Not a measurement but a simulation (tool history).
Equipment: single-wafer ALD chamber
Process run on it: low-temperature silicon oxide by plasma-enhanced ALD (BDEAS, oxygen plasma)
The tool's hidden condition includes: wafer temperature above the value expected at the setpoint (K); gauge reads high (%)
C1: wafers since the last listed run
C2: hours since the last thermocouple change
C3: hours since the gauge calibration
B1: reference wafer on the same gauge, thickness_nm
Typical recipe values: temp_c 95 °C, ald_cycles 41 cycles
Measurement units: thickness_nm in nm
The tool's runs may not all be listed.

{"run": 1, "hour": 0.0, "temp_c": 95, "ald_cycles": 35, "C1": 0, "C2": 1958.0, "C3": 397.2, "B1": 5.299, "thickness_nm": 5.487}
{"run": 2, "hour": 17.5, "temp_c": 95, "ald_cycles": 35, "C1": 135, "C2": 1975.5, "C3": 414.7, "B1": 5.293, "thickness_nm": 5.566}
{"run": 3, "hour": 41.3, "temp_c": 84, "ald_cycles": 41, "C1": 184, "C2": 1999.3, "C3": 438.5, "B1": 5.303, "thickness_nm": 6.727}
{"run": 4, "hour": 61.4, "temp_c": 84, "ald_cycles": 41, "C1": 155, "C2": 2019.4, "C3": 458.6, "B1": 5.306, "thickness_nm": 6.676}
{"run": 5, "hour": 88.3, "temp_c": 95, "ald_cycles": 41, "C1": 208, "C2": 2046.3, "C3": 485.5, "B1": 5.315, "thickness_nm": 6.407}
{"run": 6, "hour": 105.7, "temp_c": 95, "ald_cycles": 41, "C1": 134, "C2": 2063.7, "C3": 502.9, "B1": 5.315, "thickness_nm": 6.4}
{"run": 7, "hour": 134.8, "temp_c": 95, "ald_cycles": 41, "C1": 225, "C2": 2092.8, "C3": 532.0, "B1": 5.332, "thickness_nm": 6.508}
{"run": 8, "hour": 158.5, "temp_c": 95, "ald_cycles": 41, "C1": 183, "C2": 2116.5, "C3": 555.7, "B1": 5.333, "thickness_nm": 6.516}
{"run": 9, "hour": 182.5, "temp_c": 95, "ald_cycles": 41, "C1": 185, "C2": 2140.5, "C3": 579.7, "B1": 5.343, "thickness_nm": 6.525}
{"run": 10, "hour": 213.3, "temp_c": 95, "ald_cycles": 41, "C1": 238, "C2": 2171.3, "C3": 610.5, "B1": 5.355, "thickness_nm": 6.516}
{"run": 11, "hour": 235.9, "temp_c": 95, "ald_cycles": 41, "C1": 174, "C2": 2193.9, "C3": 633.1, "B1": 5.356, "thickness_nm": 6.517}
{"run": 12, "hour": 268.8, "temp_c": 95, "ald_cycles": 41, "C1": 254, "C2": 2226.8, "C3": 666.0, "B1": 5.377, "thickness_nm": 6.538}
{"run": 13, "hour": 289.1, "temp_c": 95, "ald_cycles": 41, "C1": 157, "C2": 2247.1, "C3": 686.3, "B1": 5.39, "thickness_nm": 6.554}
{"hour": 315.9, "done": "thermocouple changed; heater temperature recalibrated"}
{"run": 14, "hour": 317.4, "temp_c": 86, "ald_cycles": 45, "C1": 157, "C2": 1.5, "C3": 714.6, "B1": 5.397, "thickness_nm": 7.491}
{"run": 15, "hour": 352.0, "temp_c": 86, "ald_cycles": 45, "C1": 267, "C2": 36.1, "C3": 749.2, "B1": 5.424, "thickness_nm": 7.481}
{"hour": 366.3, "done": "gauge calibrated"}
{"run": 16, "hour": 376.0, "temp_c": 86, "ald_cycles": 45, "C1": 185, "C2": 60.1, "C3": 9.7, "B1": 5.221, "thickness_nm": 7.219}
{"run": 17, "hour": 396.9, "temp_c": 109, "ald_cycles": 37, "C1": 161, "C2": 81.0, "C3": 30.6, "B1": 5.215, "thickness_nm": 5.464}
{"run": 18, "hour": 415.5, "temp_c": 95, "ald_cycles": 41, "C1": 143, "C2": 99.6, "C3": 49.2, "B1": 5.222, "thickness_nm": 6.309}
{"run": 19, "hour": 451.3, "temp_c": 95, "ald_cycles": 41, "C1": 276, "C2": 135.4, "C3": 85.0, "B1": 5.222, "thickness_nm": 6.366}
{"run": 20, "hour": 476.7, "temp_c": 81, "ald_cycles": 37, "C1": 196, "C2": 160.8, "C3": 110.4, "B1": 5.227, "thickness_nm": 6.051}
{"run": 21, "hour": 503.3, "temp_c": 95, "ald_cycles": 36, "C1": 205, "C2": 187.4, "C3": 137.0, "B1": 5.236, "thickness_nm": 5.604}
{"run": 22, "hour": 518.2, "temp_c": 95, "ald_cycles": 41, "C1": 115, "C2": 202.3, "C3": 151.9, "B1": 5.227, "thickness_nm": 6.357}
{"run": 23, "hour": 550.5, "temp_c": 81, "ald_cycles": 33, "C1": 249, "C2": 234.6, "C3": 184.2, "B1": 5.224, "thickness_nm": 5.366}
{"run": 24, "hour": 568.0, "temp_c": 95, "ald_cycles": 41, "C1": 135, "C2": 252.1, "C3": 201.7, "B1": 5.236, "thickness_nm": 6.384}
{"run": 25, "hour": 584.3, "temp_c": 95, "ald_cycles": 41, "C1": 126, "C2": 268.4, "C3": 218.0, "B1": 5.231, "thickness_nm": 6.387}
{"run": 26, "hour": 607.0, "temp_c": 103, "ald_cycles": 47, "C1": 175, "C2": 291.1, "C3": 240.7, "B1": 5.23, "thickness_nm": 7.143}
{"run": 27, "hour": 637.5, "temp_c": 95, "ald_cycles": 41, "C1": 235, "C2": 321.6, "C3": 271.2, "B1": 5.234, "thickness_nm": 6.367}
{"run": 28, "hour": 663.4, "temp_c": 86, "ald_cycles": 45, "C1": 200, "C2": 347.5, "C3": 297.1, "B1": 5.241, "thickness_nm": 7.241}
{"run": 29, "hour": 684.2, "temp_c": 99, "ald_cycles": 43, "C1": 160, "C2": 368.3, "C3": 317.9, "B1": 5.246, "thickness_nm": 6.57}
{"run": 30, "hour": 701.8, "temp_c": 87, "ald_cycles": 45, "C1": 136, "C2": 385.9, "C3": 335.5, "B1": 5.241, "thickness_nm": 7.268}
{"run": 31, "hour": 732.4, "temp_c": 106, "ald_cycles": 43, "C1": 236, "C2": 416.5, "C3": 366.1, "B1": 5.249, "thickness_nm": 6.505}
{"run": 32, "hour": 745.6, "temp_c": 102, "ald_cycles": 47, "C1": 102, "C2": 429.7, "C3": 379.3, "B1": 5.264, "thickness_nm": 7.129}
{"run": 33, "hour": 779.7, "temp_c": 95, "ald_cycles": 34, "C1": 263, "C2": 463.8, "C3": 413.4, "B1": 5.271, "thickness_nm": 5.284}

Branching from run 33: 5 alternative next runs. What would each branch give?
{"run": "A", "hour": 780.2, "temp_c": 90, "ald_cycles": 41, "C1": 3, "C2": 464.3, "C3": 413.9, "B1": "?", "thickness_nm": "?"}
{"run": "B", "hour": 780.2, "temp_c": 109, "ald_cycles": 41, "C1": 3, "C2": 464.3, "C3": 413.9, "B1": "?", "thickness_nm": "?"}
{"run": "C", "hour": 780.2, "temp_c": 100, "ald_cycles": 44, "C1": 3, "C2": 464.3, "C3": 413.9, "B1": "?", "thickness_nm": "?"}
{"run": "D", "hour": 780.2, "temp_c": 110, "ald_cycles": 33, "C1": 3, "C2": 464.3, "C3": 413.9, "B1": "?", "thickness_nm": "?"}
{"run": "E", "hour": 780.2, "temp_c": 87, "ald_cycles": 34, "C1": 3, "C2": 464.3, "C3": 413.9, "B1": "?", "thickness_nm": "?"}

run=A B1=5.269 thickness_nm=6.516
run=B B1=5.269 thickness_nm=6.149
run=C B1=5.269 thickness_nm=6.724
run=D B1=5.269 thickness_nm=4.939
run=E B1=5.269 thickness_nm=5.468
What these runs would have given with no unlogged condition in the tool:
run=A thickness_nm=6.457
run=B thickness_nm=6.094
run=C thickness_nm=6.664
run=D thickness_nm=4.895
run=E thickness_nm=5.419
